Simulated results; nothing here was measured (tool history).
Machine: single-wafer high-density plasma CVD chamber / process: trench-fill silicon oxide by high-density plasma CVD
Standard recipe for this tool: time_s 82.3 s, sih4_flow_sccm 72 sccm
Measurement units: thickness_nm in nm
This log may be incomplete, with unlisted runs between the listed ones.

run	day	time_s	sih4_flow_sccm	read-back reference wafer on the same gauge, thickness_nm	thickness_nm
1	0	82.3	72	557.009	552.918
2	10.417	82.3	72	556.453	551.454
3	14.896	82.3	72	556.246	551.565
4	17.604	82.3	72	556.005	553.974
5	21.921	82.3	72	556.757	546.194
6	26.283	82.3	72	557.222	551.852
7	30.542	82.3	72	557.143	549.139
8	33.812	82.3	72	557.545	548.636
9	36.683	71.8	72	556.68	478.003
10	38.242	82.3	72	558.137	542.575
11	40.746	82.3	72	557.683	545.149
12	44.688	82.3	72	557.362	546.155
13	48.567	94.8	72	556.675	625.249
14	50.433	94.8	72	557.046	624.355
15	52.454	82.3	72	556.756	544.027
16	56.362	82.3	72	557.578	540.554
17	58.917	75.1	72	557.591	494.318
18	61.158	75.1	72	556.376	493.627
19	64.446	75.1	72	555.644	491.474
20	65.954	82.3	72	557.521	535.529
21	73.175	86.6	79	556.503	615.986
# day 73.858: gauge calibrated
22	75.288	72.3	79	556.932	512.691
23	77.058	82.3	60	556.727	444.628
24	78.654	96.3	64	556.754	555.6
25	81.554	73.5	82	556.938	540.483
26	84.846	82.3	72	557.584	528.997
27	86.992	89.2	82	557.212	653.355
28	88.846	75.8	67	556.213	454.305
# day 89.238: silane flow controller replaced
29	91.217	75.5	67	557.679	479.969
30	94.346	82.3	82	557.449	636.908
31	97.983	76.1	63	557.382	454.661
32	99.658	93.5	72	557.375	639.008
33	103.733	69.6	83	556.849	546.224
34	107.521	97.3	84	556.708	775.488
35	111.962	92.7	86	555.867	752.543
36	118.129	87.3	83	556.764	686.244
37	120.304	75	84	557.131	592.514
38	124.142	82.3	72	558.049	559.683

What the log doesn't show, run by run:
gauge reads high (%): 0, the same for each run
H1: delivered silane flow above the setpoint (%)
run	H1
1	-1.84
2	-2.08
3	-2.2
4	-2.28
5	-2.42
6	-2.57
7	-2.72
8	-2.85
9	-2.96
10	-3.03
11	-3.14
12	-3.31
13	-3.49
14	-3.58
15	-3.68
16	-3.89
17	-4.02
18	-4.14
19	-4.33
20	-4.42
21	-4.85
22	-4.98
23	-5.1
24	-5.2
25	-5.39
26	-5.62
27	-5.77
28	-5.9
29	-0.135
30	-0.142
31	-0.156
32	-0.166
33	-0.195
34	-0.231
35	-0.284
36	-0.376
37	-0.413
38	-0.486

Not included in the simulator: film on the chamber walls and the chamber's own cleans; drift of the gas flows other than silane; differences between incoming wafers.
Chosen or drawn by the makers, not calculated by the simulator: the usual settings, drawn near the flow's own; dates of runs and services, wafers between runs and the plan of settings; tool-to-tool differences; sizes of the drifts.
